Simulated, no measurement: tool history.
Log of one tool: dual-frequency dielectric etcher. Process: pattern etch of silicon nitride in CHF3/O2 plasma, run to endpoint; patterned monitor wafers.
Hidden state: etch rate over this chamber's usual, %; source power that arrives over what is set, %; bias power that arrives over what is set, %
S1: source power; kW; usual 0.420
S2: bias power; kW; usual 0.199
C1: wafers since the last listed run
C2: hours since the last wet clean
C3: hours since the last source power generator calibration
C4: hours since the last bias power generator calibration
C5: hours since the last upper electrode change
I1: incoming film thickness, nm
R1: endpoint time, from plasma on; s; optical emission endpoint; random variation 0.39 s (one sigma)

{"run": 1, "hour": 0.0, "S1": 0.48, "S2": 0.199, "C1": 0, "C2": 223.2, "C3": 2753.4, "C4": 4319.7, "C5": 5344.8, "I1": 63.5, "R1": 42.0}
{"run": 2, "hour": 39.7, "S1": 0.42, "S2": 0.199, "C1": 414, "C2": 262.9, "C3": 2793.1, "C4": 4359.4, "C5": 5384.5, "I1": 62.5, "R1": 43.9}
{"run": 3, "hour": 119.1, "S1": 0.42, "S2": 0.199, "C1": 829, "C2": 342.3, "C3": 2872.5, "C4": 4438.8, "C5": 5463.9, "I1": 62.9, "R1": 44.6}
{"run": 4, "hour": 190.2, "S1": 0.42, "S2": 0.199, "C1": 743, "C2": 413.4, "C3": 2943.6, "C4": 4509.9, "C5": 5535.0, "I1": 63.5, "R1": 44.1}
{"run": 5, "hour": 268.7, "S1": 0.42, "S2": 0.199, "C1": 820, "C2": 491.9, "C3": 3022.1, "C4": 4588.4, "C5": 5613.5, "I1": 63.2, "R1": 43.6}
{"run": 6, "hour": 368.7, "S1": 0.42, "S2": 0.199, "C1": 1045, "C2": 591.9, "C3": 3122.1, "C4": 4688.4, "C5": 5713.5, "I1": 62.8, "R1": 42.9}
{"hour": 424.2, "done": "wet clean of the chamber"}
{"run": 7, "hour": 452.5, "S1": 0.42, "S2": 0.199, "C1": 625, "C2": 28.3, "C3": 3205.9, "C4": 4772.2, "C5": 5797.3, "I1": 62.8, "R1": 45.8}
{"run": 8, "hour": 532.9, "S1": 0.42, "S2": 0.199, "C1": 840, "C2": 108.7, "C3": 3286.3, "C4": 4852.6, "C5": 5877.7, "I1": 63.0, "R1": 46.4}
{"hour": 560.1, "done": "bias power generator calibrated"}
{"run": 9, "hour": 579.2, "S1": 0.39, "S2": 0.219, "C1": 442, "C2": 155.0, "C3": 3332.6, "C4": 19.1, "C5": 5924.0, "I1": 63.0, "R1": 44.3}
{"run": 10, "hour": 621.7, "S1": 0.42, "S2": 0.199, "C1": 444, "C2": 197.5, "C3": 3375.1, "C4": 61.6, "C5": 5966.5, "I1": 62.9, "R1": 45.5}
{"hour": 672.8, "done": "upper electrode replaced"}
{"run": 11, "hour": 726.8, "S1": 0.52, "S2": 0.227, "C1": 847, "C2": 302.6, "C3": 3480.2, "C4": 166.7, "C5": 54.0, "I1": 62.4, "R1": 37.5}
{"hour": 818.2, "done": "source power generator calibrated"}
{"run": 12, "hour": 828.3, "S1": 0.45, "S2": 0.199, "C1": 1019, "C2": 404.1, "C3": 10.1, "C4": 268.2, "C5": 155.5, "I1": 63.5, "R1": 43.7}
{"run": 13, "hour": 867.6, "S1": 0.42, "S2": 0.199, "C1": 410, "C2": 443.4, "C3": 49.4, "C4": 307.5, "C5": 194.8, "I1": 62.9, "R1": 44.4}
{"run": 14, "hour": 907.9, "S1": 0.51, "S2": 0.168, "C1": 421, "C2": 483.7, "C3": 89.7, "C4": 347.8, "C5": 235.1, "I1": 63.4, "R1": 46.0}
{"hour": 937.6, "done": "wet clean of the chamber"}
{"run": 15, "hour": 997.9, "S1": 0.51, "S2": 0.16, "C1": 689, "C2": 60.3, "C3": 179.7, "C4": 437.8, "C5": 325.1, "I1": 63.3, "R1": 47.2}
{"run": 16, "hour": 1051.6, "S1": 0.42, "S2": 0.199, "C1": 561, "C2": 114.0, "C3": 233.4, "C4": 491.5, "C5": 378.8, "I1": 63.0, "R1": 45.6}
{"run": 17, "hour": 1137.1, "S1": 0.49, "S2": 0.232, "C1": 893, "C2": 199.5, "C3": 318.9, "C4": 577.0, "C5": 464.3, "I1": 62.8, "R1": 38.0}

4 ways to go on from here, each from the tool as it stands after run 17. What would each give?
{"run": "A", "hour": 1137.5, "S1": 0.51, "S2": 0.199, "C1": 4, "C2": 199.9, "C3": 319.3, "C4": 577.4, "C5": 464.7, "I1": 63.8, "R1": "?"}
{"run": "B", "hour": 1137.5, "S1": 0.39, "S2": 0.183, "C1": 4, "C2": 199.9, "C3": 319.3, "C4": 577.4, "C5": 464.7, "I1": 63.8, "R1": "?"}
{"run": "C", "hour": 1137.5, "S1": 0.49, "S2": 0.199, "C1": 4, "C2": 199.9, "C3": 319.3, "C4": 577.4, "C5": 464.7, "I1": 63.8, "R1": "?"}
{"run": "D", "hour": 1137.5, "S1": 0.45, "S2": 0.176, "C1": 4, "C2": 199.9, "C3": 319.3, "C4": 577.4, "C5": 464.7, "I1": 63.8, "R1": "?"}

run=A R1=42.3
run=B R1=49.6
run=C R1=43.0
run=D R1=47.7
Without the tool's hidden state the same runs would have given:
run=A R1=43.1
run=B R1=50.6
run=C R1=43.9
run=D R1=48.7
